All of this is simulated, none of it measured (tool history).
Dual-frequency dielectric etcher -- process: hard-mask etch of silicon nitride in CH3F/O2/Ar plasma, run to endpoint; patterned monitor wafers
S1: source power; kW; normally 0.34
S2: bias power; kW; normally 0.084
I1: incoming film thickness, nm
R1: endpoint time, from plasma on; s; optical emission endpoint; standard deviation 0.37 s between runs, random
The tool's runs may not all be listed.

run	hour	S1	S2	I1	R1
1	0	0.34	0.069	32.37	52.4
2	66.7	0.34	0.069	32.31	54.1
3	132.3	0.34	0.084	32.56	48.2
# hour 198.6: wet clean of the chamber
4	219.9	0.34	0.084	32.25	45.6
5	320.7	0.34	0.084	32.51	47.2
6	364.6	0.34	0.084	32.77	47.6
# hour 405.6: source power generator calibrated
7	427.8	0.34	0.084	32.15	47.2
# hour 509: bias power generator calibrated
8	530.6	0.34	0.084	32.32	48.5
# hour 581.9: wet clean of the chamber
9	614	0.34	0.084	32.34	46.1
10	687.2	0.34	0.084	32.35	47.3
11	729.4	0.29	0.065	32.68	62
12	780.1	0.34	0.094	32.53	45.7
13	844.6	0.39	0.09	32.7	43.2
# hour 946.8: wet clean of the chamber
# hour 960.8: upper electrode replaced
14	961.3	0.34	0.069	32.63	52.7
15	1030.5	0.34	0.094	32.31	43.3
16	1068	0.34	0.066	32.4	54.6
17	1172.3	0.31	0.069	32.56	57.6
18	1211.4	0.31	0.102	32.21	45.3
19	1276.3	0.28	0.099	32.73	50.2
20	1329.5	0.34	0.084	32.31	48.5

Below are 3 alternative next runs, each starting from the tool's condition after run 20. Predict each:
A	1329.9	0.38	0.084	32.55	?
B	1329.9	0.37	0.077	32.55	?
C	1329.9	0.41	0.103	32.55	?

run	R1
A	46.1
B	49.2
C	39.5
Stripped of hidden state, with their random variation kept, the same runs would have yielded:
run	R1
A	43.5
B	46.5
C	37.3
